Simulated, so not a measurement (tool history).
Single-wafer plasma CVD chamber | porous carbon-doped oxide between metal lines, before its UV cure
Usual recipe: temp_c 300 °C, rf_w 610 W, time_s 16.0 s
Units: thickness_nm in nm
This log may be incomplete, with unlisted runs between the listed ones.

run,hour,temp_c,rf_w,time_s,"read-back reference wafer on the same gauge, thickness_nm",thickness_nm
1,0.0,300,610,16.0,73.436,90.565
2,63.5,300,585,18.1,73.560,98.734
3,105.4,300,560,16.0,73.449,85.341
4,207.9,300,610,16.0,73.495,90.668
5,304.6,300,610,16.0,73.382,90.663
6,370.4,300,610,16.0,73.397,90.453
7,459.5,300,580,16.0,73.154,87.953
8,511.8,293,610,14.9,73.684,87.924
9,610.0,305,665,16.0,73.349,92.514
10,661.5,305,665,16.0,73.380,92.789
11,759.0,296,610,16.0,73.342,93.085
12,822.4,300,720,17.2,73.527,106.405
13,864.4,295,530,13.0,73.281,70.288
14,913.1,300,560,16.0,73.116,85.006
15,956.7,300,495,16.0,73.229,80.826
16,1056.6,300,610,14.8,73.316,84.075
17,1137.7,300,610,16.0,73.494,89.649
18,1185.5,308,550,14.2,73.550,72.901
19,1231.1,300,610,17.2,73.321,96.508
20,1326.6,290,700,14.4,73.466,92.084
21,1423.8,308,610,16.0,73.263,87.589
22,1496.3,309,690,16.0,73.204,91.724
23,1568.5,295,715,14.6,73.598,93.115

Withheld: 5 entries from between the runs. Position of each, and hidden state at the listed run before versus the listed run after:
In the gap between runs 3 and 4: thermocouple changed; heater temperature recalibrated (hour 131.7)
  no difference in the tool's unlogged condition between these two runs
In the gap between runs 9 and 10: gauge calibrated (hour 639.2)
  no difference in the tool's unlogged condition between these two runs
In the gap between runs 10 and 11: RF generator calibrated (hour 758.5)
  no difference in the tool's unlogged condition between these two runs
In the gap between runs 14 and 15: showerhead replaced (hour 933.0)
  no difference in the tool's unlogged condition between these two runs
In the gap between runs 16 and 17: thermocouple changed; heater temperature recalibrated (hour 1091.2)
  no difference in the tool's unlogged condition between these two runs
